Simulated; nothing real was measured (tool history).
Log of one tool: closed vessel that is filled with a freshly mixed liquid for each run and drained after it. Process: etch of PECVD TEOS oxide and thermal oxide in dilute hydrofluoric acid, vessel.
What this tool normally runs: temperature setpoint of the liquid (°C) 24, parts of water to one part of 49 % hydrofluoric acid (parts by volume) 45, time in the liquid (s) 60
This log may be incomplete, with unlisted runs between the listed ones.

run   hour  temperature setpoint of the liquid (°C)  parts of water to one part of 49 % hydrofluoric acid (parts by volume)  time in the liquid (s)  read-back film thickness of the PECVD TEOS oxide reference wafer, read on the same gauge (nm)  read-back film thickness of the thermal oxide reference wafer, read on the same gauge (nm)  thickness taken off the PECVD TEOS oxide on a monitor wafer (nm)  thickness taken off the thermal oxide on a monitor wafer (nm)
  1      0                                       24                                                                      45                      40                                                                                         111.38                                                                                      131.65                                                             15.21                                                           4.63
  2   63.8                                       24                                                                      45                      40                                                                                         111.66                                                                                      131.89                                                                15                                                           4.64
  3  123.2                                       24                                                                      45                      40                                                                                         111.81                                                                                      132.17                                                             15.15                                                           4.57
  4  153.3                                       24                                                                      50                      35                                                                                            112                                                                                      132.36                                                             12.02                                                           3.65
  5  200.3                                       24                                                                      45                      60                                                                                         112.22                                                                                      132.62                                                             22.64                                                           6.93
  6  229.3                                       24                                                                      45                      60                                                                                         112.28                                                                                      132.72                                                             23.11                                                           6.91
  7  292.6                                       24                                                                      45                      60                                                                                         112.64                                                                                      133.12                                                             22.99                                                           7.07
  8  317.3                                       24                                                                      45                      60                                                                                         112.75                                                                                       133.3                                                             22.99                                                           6.91
     337.9  -- hydrofluoric acid flow meter replaced
  9  344.7                                       24                                                                      35                      60                                                                                         112.93                                                                                      133.48                                                             29.72                                                           9.17
 10  385.4                                       24                                                                      45                      60                                                                                         113.15                                                                                       133.7                                                              23.1                                                           7.05
 11  424.3                                       24                                                                      45                      60                                                                                          113.4                                                                                      134.02                                                             23.18                                                           7.02
 12  472.4                                       24                                                                      45                      60                                                                                         113.71                                                                                      134.32                                                             23.19                                                           7.04
 13  496.7                                     27.5                                                                      55                      60                                                                                         113.82                                                                                      134.57                                                             21.68                                                           6.51
 14  548.6                                       24                                                                      45                      60                                                                                         114.19                                                                                      134.93                                                              22.9                                                           7.08

What does the tool deliver on the next run?
     658.2  -- thermometer replaced
 15  740.4                                       24                                                                      30                      75                                                                                              ?                                                                                           ?                                                                 ?                                                              ?

{"run 15": {"read-back film thickness of the PECVD TEOS oxide reference wafer, read on the same gauge (nm)": 115.62, "read-back film thickness of the thermal oxide reference wafer, read on the same gauge (nm)": 136.64, "thickness taken off the PECVD TEOS oxide on a monitor wafer (nm)": 45.53, "thickness taken off the thermal oxide on a monitor wafer (nm)": 13.87}}
With no hidden state in the tool, this same run would have given thickness taken off the PECVD TEOS oxide on a monitor wafer (nm) 43.31, thickness taken off the thermal oxide on a monitor wafer (nm) 13.19.
